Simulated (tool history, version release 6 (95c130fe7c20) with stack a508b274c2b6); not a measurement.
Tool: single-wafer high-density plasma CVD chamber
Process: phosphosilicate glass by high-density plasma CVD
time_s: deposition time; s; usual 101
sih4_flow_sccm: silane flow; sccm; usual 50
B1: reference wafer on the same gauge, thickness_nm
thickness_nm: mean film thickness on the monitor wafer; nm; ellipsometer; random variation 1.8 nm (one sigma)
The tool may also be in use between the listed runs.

run 1 day=0.000 | time_s=101 sih4_flow_sccm=50 | B1=531.447 | thickness_nm=474.874
run 2 day=1.446 | time_s=108 sih4_flow_sccm=53 | B1=530.810 | thickness_nm=527.479
run 3 day=2.846 | time_s=101 sih4_flow_sccm=50 | B1=530.796 | thickness_nm=472.945
run 4 day=3.467 | time_s=101 sih4_flow_sccm=50 | B1=530.602 | thickness_nm=474.711
run 5 day=5.121 | time_s=101 sih4_flow_sccm=50 | B1=530.894 | thickness_nm=474.940
run 6 day=6.133 | time_s=101 sih4_flow_sccm=50 | B1=531.053 | thickness_nm=475.301
-- day=6.567 gauge calibrated
run 7 day=7.088 | time_s=101 sih4_flow_sccm=50 | B1=530.125 | thickness_nm=475.172
run 8 day=8.038 | time_s=113 sih4_flow_sccm=50 | B1=530.996 | thickness_nm=527.691
run 9 day=8.808 | time_s=101 sih4_flow_sccm=50 | B1=531.160 | thickness_nm=476.009
run 10 day=9.412 | time_s=93 sih4_flow_sccm=41 | B1=531.884 | thickness_nm=386.103
-- day=10.650 silane flow controller replaced
run 11 day=10.671 | time_s=101 sih4_flow_sccm=50 | B1=531.948 | thickness_nm=474.333

Forecast run 12:
run 12 day=11.492 | time_s=111 sih4_flow_sccm=57 | B1=? | thickness_nm=?

{"run 12": {"B1": 530.699, "thickness_nm": 572.062}}
Without the tool's hidden state the same run would have given thickness_nm 572.062 nm.
